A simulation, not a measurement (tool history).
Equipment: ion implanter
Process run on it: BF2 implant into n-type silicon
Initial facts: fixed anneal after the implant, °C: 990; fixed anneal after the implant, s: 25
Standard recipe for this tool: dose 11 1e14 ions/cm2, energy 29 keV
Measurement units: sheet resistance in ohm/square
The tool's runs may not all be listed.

run	hour	dose	energy	read-back reference wafer on the same gauge, sheet resistance	sheet resistance
1	0	11	29	150.74	177.15
2	29.7	11	29	150.82	177.98
3	81.6	11	21.5	150.52	203.82
4	116.3	11	29	150.48	177.18
5	159.4	11	29	150.26	177.25
6	200.2	11	29	150.5	177.05
7	254	11	29	149.8	177.9
8	296.3	11	29	149.82	176.43
9	345.6	11	29	149.56	176.74
10	376.7	11	29	149.58	177.07
11	423.5	11	29	149.56	176.43
12	460.6	11	29	149.02	175.74
13	531.1	11	29	148.89	176.07
14	566.3	11	29	148.92	174.41
15	623.6	11	29	148.57	175.91
# hour 640.1: gauge calibrated
16	675.2	11	29	150.54	176.96
17	729.3	9.91	36	150.22	167.25
18	757.9	12.1	22	150.35	197.59
19	793.9	8.4	20	150.24	225.22
20	861.1	11	29	150.17	178.33
21	907.5	9.45	20	150.27	217.38
# hour 933.6: Faraday cup replaced and dose calibrated
22	977	11	29	150.05	175.97
23	1013.5	13.54	21	150.06	197.74
24	1081	12.77	29	149.58	171.16

What does the tool deliver on the next run?
25	1118	7.73	37.5	?	?

{"run 25": {"read-back reference wafer on the same gauge, sheet resistance": 149.48, "sheet resistance": 185.64}}
Without the tool's hidden state the same run would have given sheet resistance 187.07 ohm/square.
